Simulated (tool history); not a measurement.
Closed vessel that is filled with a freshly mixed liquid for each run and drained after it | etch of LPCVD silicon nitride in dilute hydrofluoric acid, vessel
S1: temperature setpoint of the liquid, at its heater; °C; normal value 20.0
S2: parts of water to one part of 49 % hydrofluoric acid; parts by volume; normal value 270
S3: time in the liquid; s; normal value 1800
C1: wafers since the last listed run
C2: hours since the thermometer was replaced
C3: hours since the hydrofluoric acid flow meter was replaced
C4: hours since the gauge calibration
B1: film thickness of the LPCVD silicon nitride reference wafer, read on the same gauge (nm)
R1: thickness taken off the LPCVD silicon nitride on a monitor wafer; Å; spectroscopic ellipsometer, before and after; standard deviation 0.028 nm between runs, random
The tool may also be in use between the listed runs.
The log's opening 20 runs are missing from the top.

Run 21, hour 1135.4: usual settings; C1 2968; C2 2575.0; C3 439.5; C4 1999.4; B1 60.004. Result: R1 29.53 Å.
Run 22, hour 1205.3: usual settings but S1 17.0 °C, S2 230 parts by volume, S3 2480 s; C1 3745; C2 2644.9; C3 509.4; C4 2069.3; B1 59.978. Result: R1 38.63 Å.
Run 23, hour 1261.6: usual settings but S3 905 s; C1 3016; C2 2701.2; C3 565.7; C4 2125.6; B1 59.986. Result: R1 14.68 Å.
At hour 1274.1: gauge calibrated.
Run 24, hour 1301.7: usual settings but S1 23.5 °C; C1 2148; C2 2741.3; C3 605.8; C4 27.6; B1 59.983. Result: R1 35.99 Å.
Run 25, hour 1331.0: usual settings but S1 17.5 °C; C1 1570; C2 2770.6; C3 635.1; C4 56.9; B1 60.001. Result: R1 24.55 Å.
Run 26, hour 1398.3: usual settings; C1 3606; C2 2837.9; C3 702.4; C4 124.2; B1 59.996. Result: R1 28.93 Å.
At hour 1429.5: thermometer replaced.
Run 27, hour 1443.3: usual settings but S1 17.5 °C, S2 220 parts by volume, S3 1095 s; C1 2357; C2 13.8; C3 747.4; C4 169.2; B1 60.008. Result: R1 18.35 Å.
Run 28, hour 1507.4: usual settings but S1 24.5 °C, S2 380 parts by volume, S3 2140 s; C1 3434; C2 77.9; C3 811.5; C4 233.3; B1 60.025. Result: R1 32.99 Å.
Run 29, hour 1658.6: usual settings but S1 22.0 °C; C1 8101; C2 229.1; C3 962.7; C4 384.5; B1 60.020. Result: R1 33.21 Å.
Run 30, hour 1859.0: usual settings but S3 1295 s; C1 10738; C2 429.5; C3 1163.1; C4 584.9; B1 60.004. Result: R1 20.49 Å.
Run 31, hour 1928.2: usual settings but S2 175 parts by volume; C1 3708; C2 498.7; C3 1232.3; C4 654.1; B1 59.996. Result: R1 44.07 Å.

For run 32, what comes out?
Run 32, hour 1986.3: usual settings but S2 190 parts by volume; C1 3113; C2 556.8; C3 1290.4; C4 712.2; B1 ?. Result: R1 ?.

{"run 32": {"B1": 60.01, "R1": 41.01}}
Were there no unlogged condition in the tool, this run, its random variation unchanged, would have produced R1 41.90 Å.

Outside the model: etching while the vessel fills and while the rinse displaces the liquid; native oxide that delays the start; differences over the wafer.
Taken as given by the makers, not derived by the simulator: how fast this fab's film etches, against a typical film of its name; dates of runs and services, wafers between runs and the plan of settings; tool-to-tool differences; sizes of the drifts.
